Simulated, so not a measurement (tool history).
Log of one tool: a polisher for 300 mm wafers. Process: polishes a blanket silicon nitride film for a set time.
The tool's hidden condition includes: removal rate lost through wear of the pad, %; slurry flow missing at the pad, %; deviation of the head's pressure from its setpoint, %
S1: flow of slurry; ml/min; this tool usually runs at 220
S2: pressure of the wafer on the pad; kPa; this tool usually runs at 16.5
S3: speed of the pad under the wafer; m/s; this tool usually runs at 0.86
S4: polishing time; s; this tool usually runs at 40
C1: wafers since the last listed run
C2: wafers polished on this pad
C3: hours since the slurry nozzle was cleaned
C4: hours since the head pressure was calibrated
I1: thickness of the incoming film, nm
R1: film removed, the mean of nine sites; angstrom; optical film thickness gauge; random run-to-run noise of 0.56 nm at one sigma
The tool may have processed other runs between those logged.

run   hour   S1    S2    S3  S4    C1    C2     C3     C4     I1   R1
  1    0.0  220  16.5  0.86  32     0  1603  427.7    6.4  489.5  354
      23.8  -- worn pad replaced by a new one
  2  120.1  220  16.5  0.86  32  1420  1178  547.8  126.5  496.1  345
     168.8  -- worn pad replaced by a new one, of another model than before
  3  174.6  220  16.5  0.86  32   617    70  602.3  181.0  500.8  398
  4  207.8  220  16.5  0.86  43   406   476  635.5  214.2  502.1  485
  5  242.2  220  16.5  0.86  43   420   897  669.9  248.6  503.1  478
     284.3  -- head pressure recalibrated
  6  294.5  220  16.5  0.86  43   615  1513  722.2   10.2  499.4  470
     334.4  -- worn pad replaced by a new one
     340.3  -- slurry nozzle cleaned
  7  449.0  220  15.2  0.86  40  1828  1389  108.7  164.7  501.3  401
     487.3  -- worn pad replaced by a new one
  8  491.9  220  19.3  1.02  40   475    56  151.6  207.6  502.9  606
  9  521.2  165  16.5  0.86  40   358   414  180.9  236.9  500.9  427
 10  565.2  190  11.7  0.64  40   538   953  224.9  280.9  491.6  276
 11  596.4  220  16.5  0.86  43   381  1334  256.1  312.1  505.1  466
 12  623.9  155  16.5  0.74  54   336  1671  283.6  339.6  500.0  473
     626.0  -- head pressure recalibrated
     632.5  -- worn pad replaced by a new one
 13  672.9  220  20.7  0.86  40   525   494  332.6   46.9  491.1  545
 14  699.0  220  16.5  0.86  32   319   813  358.7   73.0  493.0  361
 15  757.8  245  16.5  0.86  29   719  1532  417.5  131.8  499.0  322

Forecast each of these 3 alternatives for the next run:
  A  758.2  220  16.5  0.70  40   4  1537  417.9  132.2  495.0   ?
  B  758.2  220  16.5  0.98  40   4  1537  417.9  132.2  495.0   ?
  C  758.2  220  16.5  1.10  40   4  1537  417.9  132.2  495.0   ?

run   R1
  A  382
  B  472
  C  509
Without the tool's hidden state the same runs would have given:
run   R1
  A  438
  B  541
  C  583
